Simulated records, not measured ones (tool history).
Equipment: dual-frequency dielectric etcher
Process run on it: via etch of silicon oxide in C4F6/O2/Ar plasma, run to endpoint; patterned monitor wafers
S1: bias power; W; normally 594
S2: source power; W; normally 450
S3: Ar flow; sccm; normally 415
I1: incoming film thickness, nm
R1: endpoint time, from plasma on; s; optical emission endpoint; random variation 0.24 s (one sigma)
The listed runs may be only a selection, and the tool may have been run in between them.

run     day   S1   S2   S3     I1    R1
  1       0  594  450  415  158.2  32.8
  2   6.858  594  450  415  158.9  32.4
     10.171  -- wet clean of the chamber
  3  10.192  594  450  470    159  34.3
  4    13.5  594  450  470  157.5  33.4
  5  19.417  594  450  470  157.9  33.4
  6  23.179  594  450  415  159.7  33.1
  7  25.046  594  450  415  157.5  32.4
       27.7  -- wet clean of the chamber
      28.25  -- source power generator calibrated
  8  29.175  594  450  491  157.8  33.8
  9  33.079  594  450  491  157.7  33.7
 10  37.054  594  450  378  157.6  32.1
 11  39.012  594  370  368  157.7  33.9
     39.533  -- bias power generator calibrated
     40.542  -- Ar flow controller replaced
 12  41.171  594  370  368  160.5  34.6
 13  45.346  480  450  415    158  34.5
     46.892  -- wet clean of the chamber
 14  47.492  480  450  415    158  35.3
 15  49.096  446  450  478  159.1  37.5
 16  50.846  594  450  415  158.2  33.1
 17  53.912  487  450  415  158.7  35.4
     56.658  -- upper electrode replaced
 18  58.204  594  450  415  159.7  32.6
 19  61.325  469  550  334  157.5  31.9
     63.321  -- wet clean of the chamber
 20  64.308  553  480  415  158.6  33.5
 21  67.538  594  450  415  157.8    33
 22  70.983  657  450  338  156.6  30.4
 23  75.267  594  450  415  157.8  32.6
 24  79.712  664  450  451  158.1  31.6
 25  82.467  594  400  415  158.3  33.4
     84.146  -- wet clean of the chamber
 26  85.079  594  540  471  157.7  31.6
 27  88.396  594  450  415  158.2  33.1
 28  92.221  453  380  452  156.9  38.3

Pick out some run-to-run changes in R1. Of each, how much would a tool without hidden state show as well, from the settings, what came in and chance, and how much is left for the hidden state and any gauge scatter not in both results compared?
Hidden state at play: etch rate over this chamber's usual, %; bias power that arrives over what is set, %; source power that arrives over what is set, %; Ar flow that arrives over what is set, %.
Run 13 -> 14: wet clean of the chamber. R1 +0.8 s: hidden state +1, all else -0.2.
Run 15 -> 16: S1 446 -> 594, S3 478 -> 415. R1 -4.4 s: hidden state -0.1, all else -4.3.
Run 25 -> 26: S2 400 -> 540, S3 415 -> 471, wet clean of the chamber. R1 -1.8 s: hidden state +1.1, all else -2.9.
Run 27 -> 28: S1 594 -> 453, S2 450 -> 380, S3 415 -> 452. R1 +5.2 s: hidden state -0.3, all else +5.5.
